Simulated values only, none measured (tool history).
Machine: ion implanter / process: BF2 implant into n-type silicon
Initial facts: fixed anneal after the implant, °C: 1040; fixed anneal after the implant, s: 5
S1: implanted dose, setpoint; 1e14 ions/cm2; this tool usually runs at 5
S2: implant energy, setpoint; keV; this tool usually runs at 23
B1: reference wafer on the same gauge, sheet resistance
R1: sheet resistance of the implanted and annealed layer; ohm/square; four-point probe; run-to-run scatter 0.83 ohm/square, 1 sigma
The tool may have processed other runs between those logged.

run 1 day=0 | S1=3.9 S2=23 | B1=224.15 | R1=321.63
run 2 day=1.417 | S1=3.9 S2=23 | B1=224.61 | R1=320.32
run 3 day=5.083 | S1=3.9 S2=23 | B1=224.73 | R1=321.19
run 4 day=8.633 | S1=5 S2=28.5 | B1=225.36 | R1=254.32
run 5 day=9.496 | S1=5 S2=28.5 | B1=225.42 | R1=255.23
run 6 day=10.004 | S1=5 S2=28.5 | B1=225.31 | R1=254.7
run 7 day=10.962 | S1=3.81 S2=23 | B1=225.6 | R1=328.41
run 8 day=11.583 | S1=5 S2=23 | B1=225.72 | R1=265.38
run 9 day=12.638 | S1=5 S2=23 | B1=225.73 | R1=263.9
run 10 day=13.475 | S1=5 S2=23 | B1=226.02 | R1=263.84
run 11 day=14.221 | S1=5 S2=23 | B1=226.03 | R1=265.14
run 12 day=15.117 | S1=5 S2=23 | B1=226.34 | R1=264.03
run 13 day=16.125 | S1=5 S2=23 | B1=226.31 | R1=264.41
-- day=16.725 gauge calibrated
run 14 day=17.129 | S1=5 S2=23 | B1=223.13 | R1=260.47
run 15 day=20.9 | S1=5 S2=23 | B1=223.11 | R1=261.49
run 16 day=22.096 | S1=5 S2=23 | B1=223.12 | R1=261.48
run 17 day=23.071 | S1=5 S2=23 | B1=222.91 | R1=260.37
-- day=23.65 extraction supply calibrated
run 18 day=23.675 | S1=5.68 S2=19 | B1=223.13 | R1=250.18
run 19 day=24.571 | S1=5 S2=23 | B1=223.06 | R1=260.89
run 20 day=25.458 | S1=5 S2=23 | B1=223.19 | R1=260.02
run 21 day=28.388 | S1=5 S2=23 | B1=223.28 | R1=261.42
run 22 day=29.367 | S1=3.67 S2=18 | B1=223.34 | R1=345.99
run 23 day=29.979 | S1=4.46 S2=23 | B1=223.27 | R1=284.95
run 24 day=31.321 | S1=5.96 S2=19.5 | B1=223.41 | R1=239.92
run 25 day=32.75 | S1=5.72 S2=21 | B1=223.6 | R1=244.1
-- day=33.229 Faraday cup replaced and dose calibrated
run 26 day=33.308 | S1=4.51 S2=23 | B1=223.54 | R1=282.48
run 27 day=34.483 | S1=5.48 S2=23 | B1=223.79 | R1=245.17
run 28 day=35.154 | S1=4.62 S2=23 | B1=223.75 | R1=278.29
run 29 day=36.392 | S1=4.43 S2=26.5 | B1=223.98 | R1=281.43
run 30 day=37.004 | S1=4.07 S2=15.5 | B1=223.98 | R1=330.8
run 31 day=38.333 | S1=5.79 S2=27.5 | B1=224.09 | R1=227.4
run 32 day=39.662 | S1=6.5 S2=20 | B1=224.23 | R1=226.71
run 33 day=41.004 | S1=5 S2=23 | B1=224.44 | R1=263.28
run 34 day=42.438 | S1=3.52 S2=19.5 | B1=224.5 | R1=355.5

Each row is a separate what-if for the run after 34, all from the same tool condition, not one after another. Results?
run A day=42.454 | S1=5 S2=20 | B1=? | R1=?
run B day=42.454 | S1=5.45 S2=16 | B1=? | R1=?
run C day=42.454 | S1=3.79 S2=19.5 | B1=? | R1=?

run=A B1=224.46 R1=271.32
run=B B1=224.46 R1=271.61
run=C B1=224.46 R1=336.05
Take away the tool's hidden state, keep each run's random variation, and the runs would have read:
run=A R1=269.49
run=B R1=269.77
run=C R1=333.78
